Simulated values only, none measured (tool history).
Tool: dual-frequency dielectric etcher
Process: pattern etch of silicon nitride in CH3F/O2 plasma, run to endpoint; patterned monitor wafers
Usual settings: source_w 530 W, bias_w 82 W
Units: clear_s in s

run,day,source_w,bias_w,"incoming incoming film thickness, nm",clear_s
1,0.000,530,82,64.2,60.2
2,2.262,530,82,63.8,59.1
3,3.312,630,82,64.4,55.6
4,4.346,630,82,64.9,55.9
5,5.392,630,82,63.8,55.2
# day 6.792: wet clean of the chamber
6,7.446,530,82,64.2,59.7
7,9.942,530,82,64.0,59.2
8,11.038,530,82,63.7,60.0
9,12.238,470,82,64.2,63.9
10,14.054,470,82,64.5,64.2
11,16.117,530,82,63.8,59.9
12,18.550,530,82,63.7,59.5
13,19.725,530,82,64.1,60.1
14,21.292,530,82,63.9,59.8
# day 22.871: wet clean of the chamber
15,22.892,420,68,64.4,73.1
16,25.242,530,64,64.3,65.5
17,28.204,470,98,64.2,59.7
# day 32.179: bias power generator calibrated
# day 33.508: upper electrode replaced
18,33.529,610,66,64.1,60.4
19,33.804,530,82,64.2,59.5
20,34.858,570,74,63.9,60.0
# day 37.533: wet clean of the chamber
21,37.554,530,88,64.6,58.8
22,39.758,530,82,64.4,60.3
# day 40.229: source power generator calibrated
23,42.396,530,92,64.5,58.0
24,44.433,530,72,63.9,62.2
25,46.417,460,70,63.9,67.3
26,48.717,530,82,64.3,59.3
# day 51.154: wet clean of the chamber
27,51.175,590,100,64.3,53.2
28,52.871,450,64,63.7,70.8

The tool's hidden state at each run:
etch rate over this chamber's usual, %: 0 in every run
source power that arrives over what is set, %: 0 in every run
bias power that arrives over what is set, %: 0 in every run
